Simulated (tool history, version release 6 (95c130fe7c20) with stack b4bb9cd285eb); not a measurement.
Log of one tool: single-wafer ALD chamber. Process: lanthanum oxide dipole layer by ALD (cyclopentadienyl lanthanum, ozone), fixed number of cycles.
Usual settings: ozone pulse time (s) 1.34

| run | hour | ozone pulse time (s) | wafers since the last listed run | hours since the last thermocouple change | hours since the last ozone generator service | hours since the showerhead was replaced | hours since the gauge calibration | read-back reference wafer on the same gauge, thickness_nm | mean film thickness on the monitor wafer (angstrom) |
|---|---|---|---|---|---|---|---|---|---|
| 1 | 0 | 1.34 | 0 | 1613.9 | 1131.6 | 4510.7 | 564.5 | 0.626 | 5.45 |
| 2 | 63.7 | 1.34 | 1326 | 1677.6 | 1195.3 | 4574.4 | 628.2 | 0.626 | 5.46 |
| 3 | 290.8 | 1.34 | 4727 | 1904.7 | 1422.4 | 4801.5 | 855.3 | 0.627 | 5.43 |
| 4 | 337.3 | 1.34 | 967 | 1951.2 | 1468.9 | 4848 | 901.8 | 0.626 | 5.43 |
| 5 | 377.3 | 1.34 | 832 | 1991.2 | 1508.9 | 4888 | 941.8 | 0.626 | 5.43 |
| 6 | 451.2 | 1.34 | 1538 | 2065.1 | 1582.8 | 4961.9 | 1015.7 | 0.627 | 5.4 |
| 7 | 532.5 | 1.22 | 1692 | 2146.4 | 1664.1 | 5043.2 | 1097 | 0.626 | 5.29 |
|  | 589.4 | ozone generator serviced |
| 8 | 591.8 | 1.68 | 1067 | 2205.7 | 2.4 | 5102.5 | 1156.3 | 0.626 | 5.79 |
|  | 601.9 | thermocouple changed; heater temperature recalibrated |
| 9 | 679.2 | 0.81 | 1652 | 77.3 | 89.8 | 5189.9 | 1243.7 | 0.626 | 4.88 |
|  | 685.1 | gauge calibrated |
| 10 | 770.8 | 1.11 | 1906 | 168.9 | 181.4 | 5281.5 | 85.7 | 0.625 | 5.34 |

Forecast run 11:
|  | 788.8 | showerhead replaced |
| 11 | 870.5 | 1.61 | 1908 | 268.6 | 281.1 | 81.7 | 185.4 | ? | ? |

read-back reference wafer on the same gauge, thickness_nm: 0.626
mean film thickness on the monitor wafer (angstrom): 5.76
Without the tool's hidden state the same run would have given mean film thickness on the monitor wafer (angstrom) 5.78.
